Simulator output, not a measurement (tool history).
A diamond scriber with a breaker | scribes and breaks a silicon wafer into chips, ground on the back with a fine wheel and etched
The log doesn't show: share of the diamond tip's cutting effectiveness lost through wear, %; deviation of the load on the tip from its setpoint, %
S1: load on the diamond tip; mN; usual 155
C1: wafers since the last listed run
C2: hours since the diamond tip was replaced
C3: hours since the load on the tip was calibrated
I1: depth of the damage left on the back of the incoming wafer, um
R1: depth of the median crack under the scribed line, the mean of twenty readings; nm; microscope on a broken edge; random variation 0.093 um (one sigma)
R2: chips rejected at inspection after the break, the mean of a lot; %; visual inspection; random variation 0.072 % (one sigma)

run 1 hour=0.0 | S1=155 | C1=0 C2=158.8 C3=599.6 | I1=0.77 | R1=6610 R2=2.93
run 2 hour=16.4 | S1=155 | C1=29 C2=175.2 C3=616.0 | I1=0.59 | R1=6430 R2=3.63
run 3 hour=47.0 | S1=155 | C1=55 C2=205.8 C3=646.6 | I1=0.57 | R1=6230 R2=4.75
run 4 hour=54.8 | S1=180 | C1=14 C2=213.6 C3=654.4 | I1=0.70 | R1=7210 R2=2.00
run 5 hour=68.6 | S1=180 | C1=24 C2=227.4 C3=668.2 | I1=0.31 | R1=6820 R2=2.23
-- hour=75.1 diamond tip replaced by a new one
run 6 hour=75.6 | S1=179 | C1=9 C2=0.5 C3=675.2 | I1=0.70 | R1=7930 R2=4.37
run 7 hour=89.0 | S1=179 | C1=24 C2=13.9 C3=688.6 | I1=0.58 | R1=8070 R2=4.17
run 8 hour=106.1 | S1=155 | C1=30 C2=31.0 C3=705.7 | I1=0.60 | R1=7270 R2=2.01
-- hour=108.1 load on the tip recalibrated
run 9 hour=114.7 | S1=129 | C1=11 C2=39.6 C3=6.6 | I1=0.44 | R1=5990 R2=7.46

The next listed run, before its measurement:
run 10 hour=121.6 | S1=130 | C1=12 C2=46.5 C3=13.5 | I1=0.76 | R1=? R2=?

{"run 10": {"R1": 5920, "R2": 6.84}}
Without the tool's hidden state the same run would have given R1 6020 nm, R2 5.99 %.
